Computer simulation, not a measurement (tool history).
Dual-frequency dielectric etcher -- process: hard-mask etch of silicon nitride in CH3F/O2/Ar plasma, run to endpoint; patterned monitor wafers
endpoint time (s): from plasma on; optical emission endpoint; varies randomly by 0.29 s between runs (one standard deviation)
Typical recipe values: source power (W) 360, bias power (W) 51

| run | hour | source power (W) | bias power (W) | incoming incoming film thickness, nm | endpoint time (s) |
|---|---|---|---|---|---|
| 1 | 0 | 360 | 51 | 41.65 | 73.3 |
| 2 | 6.1 | 360 | 51 | 41.77 | 73.8 |
| 3 | 21.7 | 330 | 54 | 41.76 | 74.4 |
| 4 | 39.1 | 360 | 47 | 41.91 | 77.2 |
| 5 | 53.1 | 360 | 47 | 41.8 | 76.5 |
| 6 | 62 | 360 | 47 | 42.04 | 76.6 |
| 7 | 72.9 | 360 | 51 | 41.75 | 73.4 |
|  | 79.7 | bias power generator calibrated |
|  | 99 | source power generator calibrated |
|  | 100.3 | upper electrode replaced |
| 8 | 100.8 | 360 | 51 | 41.87 | 73.8 |
|  | 164.9 | wet clean of the chamber |
| 9 | 165.4 | 300 | 39 | 42.25 | 90.4 |
| 10 | 165.7 | 440 | 51 | 42.14 | 70 |
| 11 | 166.3 | 360 | 51 | 42.23 | 74.1 |
| 12 | 176.1 | 360 | 40 | 41.73 | 82.7 |
| 13 | 183.1 | 360 | 51 | 41.92 | 74.1 |
| 14 | 190.7 | 310 | 46 | 41.62 | 81.5 |
| 15 | 200 | 360 | 51 | 42.35 | 74.8 |
| 16 | 215.1 | 320 | 55 | 41.48 | 73.6 |

Branching from run 16: 3 alternative next runs. What would each branch give?
| A | 215.5 | 320 | 51 | 41.91 | ? |
| B | 215.5 | 320 | 39 | 41.91 | ? |
| C | 215.5 | 280 | 55 | 41.91 | ? |

| run | endpoint time (s) |
|---|---|
| A | 77.1 |
| B | 87.6 |
| C | 77.7 |
Without the tool's hidden state the same runs would have given:
| run | endpoint time (s) |
|---|---|
| A | 77.1 |
| B | 87.6 |
| C | 77.7 |

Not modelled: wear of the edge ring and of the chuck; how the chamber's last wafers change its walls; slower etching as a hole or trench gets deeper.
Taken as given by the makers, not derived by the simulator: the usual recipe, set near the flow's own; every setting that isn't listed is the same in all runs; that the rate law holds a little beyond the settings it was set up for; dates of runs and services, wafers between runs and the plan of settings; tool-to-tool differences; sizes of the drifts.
